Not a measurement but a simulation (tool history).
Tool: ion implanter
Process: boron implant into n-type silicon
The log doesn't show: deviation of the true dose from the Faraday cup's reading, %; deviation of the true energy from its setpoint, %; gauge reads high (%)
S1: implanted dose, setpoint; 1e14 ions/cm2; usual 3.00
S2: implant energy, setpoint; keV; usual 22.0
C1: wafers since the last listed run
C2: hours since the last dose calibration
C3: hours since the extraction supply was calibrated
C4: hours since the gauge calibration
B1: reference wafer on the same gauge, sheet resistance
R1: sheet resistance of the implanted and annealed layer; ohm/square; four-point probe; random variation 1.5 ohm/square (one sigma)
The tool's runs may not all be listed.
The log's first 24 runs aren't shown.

run,day,S1,S2,C1,C2,C3,C4,B1,R1
25,82.854,3.32,29.5,1295,133.4,1209.6,1435.4,315.87,319.91
26,86.808,3.59,16.5,1792,228.3,1304.5,1530.3,316.19,321.84
27,89.767,3.00,27.5,1340,299.3,1375.5,1601.3,316.45,351.44
28,93.571,2.46,20.0,1724,390.6,1466.8,1692.6,316.39,429.79
29,97.504,3.00,16.5,1782,485.0,1561.2,1787.0,316.97,373.20
30,99.729,2.56,15.0,1008,538.4,1614.6,1840.4,317.10,431.53
31,101.733,3.00,22.0,908,586.5,1662.7,1888.5,316.96,362.36
32,104.962,3.00,24.0,1463,664.0,1740.2,1966.0,317.49,358.74
33,106.667,3.00,22.0,772,704.9,1781.1,2006.9,317.25,364.31
34,108.350,3.00,22.0,762,745.3,1821.5,2047.3,317.56,360.99
35,110.175,3.54,16.0,827,789.1,1865.3,2091.1,317.57,328.93
36,113.717,3.84,27.5,1605,874.1,1950.3,2176.1,317.50,287.57
37,118.183,2.49,18.0,2024,981.3,2057.5,2283.3,318.08,434.80
38,122.058,2.28,17.0,1756,1074.3,2150.5,2376.3,317.96,467.01

3 ways to go on from here, each from the tool as it stands after run 38. What would each give?
A,122.075,2.21,22.0,7,1074.7,2150.9,2376.7,?,?
B,122.075,3.00,15.5,7,1074.7,2150.9,2376.7,?,?
C,122.075,3.69,16.5,7,1074.7,2150.9,2376.7,?,?

run,B1,R1
A,317.98,467.34
B,317.98,378.68
C,317.98,317.60
Without the tool's hidden state the same runs would have given:
run,R1
A,451.30
B,365.68
C,306.69
